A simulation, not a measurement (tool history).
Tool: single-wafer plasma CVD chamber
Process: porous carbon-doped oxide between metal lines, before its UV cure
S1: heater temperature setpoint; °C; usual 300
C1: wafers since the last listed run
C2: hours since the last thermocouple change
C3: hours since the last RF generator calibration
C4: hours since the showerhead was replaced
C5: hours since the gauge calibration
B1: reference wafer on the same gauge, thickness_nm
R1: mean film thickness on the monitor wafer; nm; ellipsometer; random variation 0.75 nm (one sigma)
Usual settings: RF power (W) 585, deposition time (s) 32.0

Run 1, hour 0.0: usual settings but S1 290 °C, RF power (W) 655; C1 0; C2 1383.7; C3 1717.9; C4 6330.4; C5 286.0; B1 218.024. Result: R1 211.556 nm.
Run 2, hour 14.2: usual settings but S1 290 °C, RF power (W) 655; C1 216; C2 1397.9; C3 1732.1; C4 6344.6; C5 300.2; B1 218.131. Result: R1 213.974 nm.
Run 3, hour 42.4: usual settings; C1 430; C2 1426.1; C3 1760.3; C4 6372.8; C5 328.4; B1 217.954. Result: R1 185.304 nm.
Run 4, hour 60.3: usual settings; C1 273; C2 1444.0; C3 1778.2; C4 6390.7; C5 346.3; B1 218.001. Result: R1 184.653 nm.
Run 5, hour 93.7: usual settings; C1 509; C2 1477.4; C3 1811.6; C4 6424.1; C5 379.7; B1 217.939. Result: R1 183.627 nm.
Run 6, hour 124.8: usual settings; C1 474; C2 1508.5; C3 1842.7; C4 6455.2; C5 410.8; B1 218.249. Result: R1 184.289 nm.
At hour 140.6: RF generator calibrated.
Run 7, hour 141.1: usual settings; C1 126; C2 1524.8; C3 0.5; C4 6471.5; C5 427.1; B1 218.213. Result: R1 188.782 nm.
Run 8, hour 168.7: usual settings but deposition time (s) 35.2; C1 421; C2 1552.4; C3 28.1; C4 6499.1; C5 454.7; B1 217.819. Result: R1 207.484 nm.
Run 9, hour 200.1: usual settings; C1 479; C2 1583.8; C3 59.5; C4 6530.5; C5 486.1; B1 218.017. Result: R1 188.891 nm.
Run 10, hour 220.5: usual settings; C1 311; C2 1604.2; C3 79.9; C4 6550.9; C5 506.5; B1 217.986. Result: R1 187.586 nm.
Run 11, hour 237.5: usual settings but S1 307 °C, RF power (W) 555, deposition time (s) 27.0; C1 259; C2 1621.2; C3 96.9; C4 6567.9; C5 523.5; B1 218.155. Result: R1 148.173 nm.
Run 12, hour 259.5: usual settings but S1 286 °C; C1 335; C2 1643.2; C3 118.9; C4 6589.9; C5 545.5; B1 217.985. Result: R1 206.783 nm.
At hour 301.8: thermocouple changed; heater temperature recalibrated.
At hour 310.2: showerhead replaced.
Run 13, hour 340.5: usual settings; C1 992; C2 38.7; C3 199.9; C4 30.3; C5 626.5; B1 218.184. Result: R1 194.059 nm.
Run 14, hour 361.8: usual settings but S1 312 °C, RF power (W) 515, deposition time (s) 36.8; C1 325; C2 60.0; C3 221.2; C4 51.6; C5 647.8; B1 217.944. Result: R1 189.368 nm.
Run 15, hour 381.9: usual settings; C1 306; C2 80.1; C3 241.3; C4 71.7; C5 667.9; B1 218.075. Result: R1 196.255 nm.
Run 16, hour 411.4: usual settings; C1 450; C2 109.6; C3 270.8; C4 101.2; C5 697.4; B1 218.069. Result: R1 194.190 nm.
Run 17, hour 430.3: usual settings but RF power (W) 630; C1 288; C2 128.5; C3 289.7; C4 120.1; C5 716.3; B1 217.854. Result: R1 203.206 nm.
Run 18, hour 466.0: usual settings; C1 544; C2 164.2; C3 325.4; C4 155.8; C5 752.0; B1 217.877. Result: R1 195.020 nm.
At hour 480.0: gauge calibrated.
Run 19, hour 483.5: usual settings but S1 290 °C, RF power (W) 675; C1 267; C2 181.7; C3 342.9; C4 173.3; C5 3.5; B1 218.087. Result: R1 226.814 nm.
Run 20, hour 516.7: usual settings but S1 307 °C, deposition time (s) 28.1; C1 506; C2 214.9; C3 376.1; C4 206.5; C5 36.7; B1 218.034. Result: R1 162.314 nm.
Run 21, hour 545.3: usual settings but S1 292 °C, RF power (W) 475, deposition time (s) 37.5; C1 436; C2 243.5; C3 404.7; C4 235.1; C5 65.3; B1 217.726. Result: R1 206.294 nm.
Run 22, hour 567.8: usual settings but S1 313 °C; C1 343; C2 266.0; C3 427.2; C4 257.6; C5 87.8; B1 217.979. Result: R1 178.236 nm.
Run 23, hour 603.2: usual settings but S1 292 °C, RF power (W) 675, deposition time (s) 36.4; C1 540; C2 301.4; C3 462.6; C4 293.0; C5 123.2; B1 217.796. Result: R1 252.410 nm.
Run 24, hour 638.4: usual settings; C1 537; C2 336.6; C3 497.8; C4 328.2; C5 158.4; B1 218.093. Result: R1 192.152 nm.
Run 25, hour 660.5: usual settings but RF power (W) 690; C1 337; C2 358.7; C3 519.9; C4 350.3; C5 180.5; B1 217.990. Result: R1 212.769 nm.
Run 26, hour 679.7: usual settings but S1 293 °C, RF power (W) 485; C1 293; C2 377.9; C3 539.1; C4 369.5; C5 199.7; B1 218.224. Result: R1 178.616 nm.
Run 27, hour 697.4: usual settings but S1 288 °C; C1 270; C2 395.6; C3 556.8; C4 387.2; C5 217.4; B1 217.974. Result: R1 208.760 nm.
Run 28, hour 718.0: usual settings but S1 311 °C, RF power (W) 655, deposition time (s) 37.1; C1 314; C2 416.2; C3 577.4; C4 407.8; C5 238.0; B1 218.002. Result: R1 222.610 nm.
Run 29, hour 733.0: usual settings; C1 228; C2 431.2; C3 592.4; C4 422.8; C5 253.0; B1 217.759. Result: R1 191.742 nm.
Run 30, hour 765.1: usual settings; C1 489; C2 463.3; C3 624.5; C4 454.9; C5 285.1; B1 217.918. Result: R1 190.630 nm.
Run 31, hour 792.6: usual settings but S1 289 °C, RF power (W) 480; C1 419; C2 490.8; C3 652.0; C4 482.4; C5 312.6; B1 218.056. Result: R1 183.012 nm.
Run 32, hour 826.2: usual settings but S1 309 °C, RF power (W) 660, deposition time (s) 26.5; C1 512; C2 524.4; C3 685.6; C4 516.0; C5 346.2; B1 217.996. Result: R1 161.563 nm.
Run 33, hour 858.7: usual settings; C1 496; C2 556.9; C3 718.1; C4 548.5; C5 378.7; B1 218.274. Result: R1 191.292 nm.
Run 34, hour 873.0: usual settings; C1 218; C2 571.2; C3 732.4; C4 562.8; C5 393.0; B1 218.450. Result: R1 190.566 nm.
Run 35, hour 889.1: usual settings; C1 245; C2 587.3; C3 748.5; C4 578.9; C5 409.1; B1 218.243. Result: R1 191.098 nm.

Forecast each of these 3 alternatives for the next run:
Run A, hour 889.5: usual settings; C1 6; C2 587.7; C3 748.9; C4 579.3; C5 409.5; B1 ?. Result: R1 ?.
Run B, hour 889.5: usual settings but RF power (W) 530; C1 6; C2 587.7; C3 748.9; C4 579.3; C5 409.5; B1 ?. Result: R1 ?.
Run C, hour 889.5: usual settings but deposition time (s) 26.3; C1 6; C2 587.7; C3 748.9; C4 579.3; C5 409.5; B1 ?. Result: R1 ?.

run       B1       R1
  A  217.709  190.537
  B  217.709  178.858
  C  217.709  157.538
Without the tool's hidden state the same runs would have given:
run       R1
  A  195.265
  B  183.344
  C  161.447
